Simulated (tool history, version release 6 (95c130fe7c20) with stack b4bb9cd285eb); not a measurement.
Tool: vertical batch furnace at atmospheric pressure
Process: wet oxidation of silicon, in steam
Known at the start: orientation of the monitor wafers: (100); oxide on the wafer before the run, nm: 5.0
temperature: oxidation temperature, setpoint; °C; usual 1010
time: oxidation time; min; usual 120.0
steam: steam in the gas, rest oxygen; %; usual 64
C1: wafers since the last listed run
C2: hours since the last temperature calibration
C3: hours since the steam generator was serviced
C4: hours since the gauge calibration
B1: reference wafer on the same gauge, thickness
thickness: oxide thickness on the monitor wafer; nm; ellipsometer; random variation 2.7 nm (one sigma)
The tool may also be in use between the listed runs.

run 1 hour=0.0 | temperature=1021 time=120.0 steam=64 | C1=0 C2=1178.1 C3=3001.3 C4=1210.8 | B1=574.53 | thickness=562.67
run 2 hour=37.6 | temperature=1021 time=120.0 steam=64 | C1=537 C2=1215.7 C3=3038.9 C4=1248.4 | B1=573.54 | thickness=572.64
run 3 hour=93.5 | temperature=1021 time=120.0 steam=64 | C1=799 C2=1271.6 C3=3094.8 C4=1304.3 | B1=574.07 | thickness=567.65
run 4 hour=162.6 | temperature=1010 time=120.0 steam=64 | C1=988 C2=1340.7 C3=3163.9 C4=1373.4 | B1=574.36 | thickness=533.69
run 5 hour=205.3 | temperature=1010 time=120.0 steam=64 | C1=610 C2=1383.4 C3=3206.6 C4=1416.1 | B1=573.92 | thickness=534.59
run 6 hour=275.5 | temperature=1010 time=120.0 steam=64 | C1=1004 C2=1453.6 C3=3276.8 C4=1486.3 | B1=573.33 | thickness=534.86
run 7 hour=340.4 | temperature=1010 time=120.0 steam=64 | C1=928 C2=1518.5 C3=3341.7 C4=1551.2 | B1=573.98 | thickness=533.79
run 8 hour=402.0 | temperature=1010 time=120.0 steam=64 | C1=881 C2=1580.1 C3=3403.3 C4=1612.8 | B1=574.58 | thickness=532.39
run 9 hour=469.2 | temperature=1010 time=120.0 steam=64 | C1=961 C2=1647.3 C3=3470.5 C4=1680.0 | B1=574.57 | thickness=532.53
run 10 hour=529.0 | temperature=1010 time=120.0 steam=64 | C1=855 C2=1707.1 C3=3530.3 C4=1739.8 | B1=573.88 | thickness=537.29
run 11 hour=582.3 | temperature=1010 time=120.0 steam=64 | C1=762 C2=1760.4 C3=3583.6 C4=1793.1 | B1=573.38 | thickness=534.94
run 12 hour=690.9 | temperature=1010 time=120.0 steam=59 | C1=1553 C2=1869.0 C3=3692.2 C4=1901.7 | B1=574.76 | thickness=510.50
run 13 hour=734.4 | temperature=1010 time=120.0 steam=64 | C1=622 C2=1912.5 C3=3735.7 C4=1945.2 | B1=574.09 | thickness=539.64
run 14 hour=802.5 | temperature=1010 time=120.0 steam=64 | C1=973 C2=1980.6 C3=3803.8 C4=2013.3 | B1=573.81 | thickness=539.80
run 15 hour=861.3 | temperature=1010 time=120.0 steam=64 | C1=840 C2=2039.4 C3=3862.6 C4=2072.1 | B1=574.61 | thickness=540.70
run 16 hour=889.8 | temperature=1010 time=120.0 steam=64 | C1=407 C2=2067.9 C3=3891.1 C4=2100.6 | B1=573.96 | thickness=538.57
-- hour=1034.3 gauge calibrated
run 17 hour=1049.1 | temperature=1010 time=120.0 steam=64 | C1=2278 C2=2227.2 C3=4050.4 C4=14.8 | B1=574.22 | thickness=540.89
run 18 hour=1119.9 | temperature=1002 time=65.0 steam=69 | C1=1012 C2=2298.0 C3=4121.2 C4=85.6 | B1=573.33 | thickness=359.40
run 19 hour=1206.9 | temperature=1010 time=120.0 steam=64 | C1=1244 C2=2385.0 C3=4208.2 C4=172.6 | B1=574.58 | thickness=546.78
run 20 hour=1312.1 | temperature=998 time=120.0 steam=56 | C1=1504 C2=2490.2 C3=4313.4 C4=277.8 | B1=573.96 | thickness=461.18
run 21 hour=1347.1 | temperature=994 time=169.5 steam=64 | C1=500 C2=2525.2 C3=4348.4 C4=312.8 | B1=573.28 | thickness=611.38
-- hour=1394.8 thermocouples replaced and temperature profile calibrated
run 22 hour=1395.3 | temperature=1010 time=120.0 steam=64 | C1=346 C2=0.5 C3=4396.6 C4=361.0 | B1=573.75 | thickness=531.28
run 23 hour=1412.8 | temperature=1010 time=83.5 steam=60 | C1=250 C2=18.0 C3=4414.1 C4=378.5 | B1=574.77 | thickness=404.54
-- hour=1455.5 steam generator serviced
run 24 hour=1456.4 | temperature=1010 time=120.0 steam=64 | C1=280 C2=61.6 C3=0.9 C4=422.1 | B1=573.88 | thickness=529.13
run 25 hour=1522.0 | temperature=994 time=77.5 steam=53 | C1=938 C2=127.2 C3=66.5 C4=487.7 | B1=574.24 | thickness=309.09
run 26 hour=1559.3 | temperature=1010 time=120.0 steam=64 | C1=533 C2=164.5 C3=103.8 C4=525.0 | B1=573.60 | thickness=529.32
run 27 hour=1615.4 | temperature=1001 time=154.5 steam=64 | C1=802 C2=220.6 C3=159.9 C4=581.1 | B1=573.84 | thickness=594.91
run 28 hour=1645.9 | temperature=1016 time=120.0 steam=54 | C1=436 C2=251.1 C3=190.4 C4=611.6 | B1=574.31 | thickness=491.21
run 29 hour=1670.7 | temperature=1010 time=120.0 steam=64 | C1=354 C2=275.9 C3=215.2 C4=636.4 | B1=573.94 | thickness=534.57
run 30 hour=1694.8 | temperature=1017 time=177.5 steam=61 | C1=344 C2=300.0 C3=239.3 C4=660.5 | B1=574.21 | thickness=686.69
run 31 hour=1756.7 | temperature=990 time=120.0 steam=64 | C1=885 C2=361.9 C3=301.2 C4=722.4 | B1=574.11 | thickness=463.83
run 32 hour=1793.8 | temperature=1010 time=120.0 steam=64 | C1=530 C2=399.0 C3=338.3 C4=759.5 | B1=573.43 | thickness=529.25
run 33 hour=1966.9 | temperature=1021 time=151.0 steam=64 | C1=2475 C2=572.1 C3=511.4 C4=932.6 | B1=574.30 | thickness=655.70
run 34 hour=2014.5 | temperature=1016 time=120.0 steam=54 | C1=680 C2=619.7 C3=559.0 C4=980.2 | B1=574.08 | thickness=494.82

What the log doesn't show, run by run:
steam share off its setpoint, % of the setpoint: 0 in every run
gauge reads high (%): 0 in every run
H1: true tube temperature minus thermocouple reading, K
run=1 H1=1.31
run=2 H1=1.37
run=3 H1=1.46
run=4 H1=1.59
run=5 H1=1.67
run=6 H1=1.81
run=7 H1=1.94
run=8 H1=2.07
run=9 H1=2.22
run=10 H1=2.36
run=11 H1=2.48
run=12 H1=2.75
run=13 H1=2.87
run=14 H1=3.05
run=15 H1=3.21
run=16 H1=3.29
run=17 H1=3.76
run=18 H1=3.98
run=19 H1=4.26
run=20 H1=4.62
run=21 H1=4.74
run=22 H1=0.665
run=23 H1=0.665
run=24 H1=0.667
run=25 H1=0.676
run=26 H1=0.683
run=27 H1=0.698
run=28 H1=0.708
run=29 H1=0.717
run=30 H1=0.727
run=31 H1=0.755
run=32 H1=0.774
run=33 H1=0.89
run=34 H1=0.929

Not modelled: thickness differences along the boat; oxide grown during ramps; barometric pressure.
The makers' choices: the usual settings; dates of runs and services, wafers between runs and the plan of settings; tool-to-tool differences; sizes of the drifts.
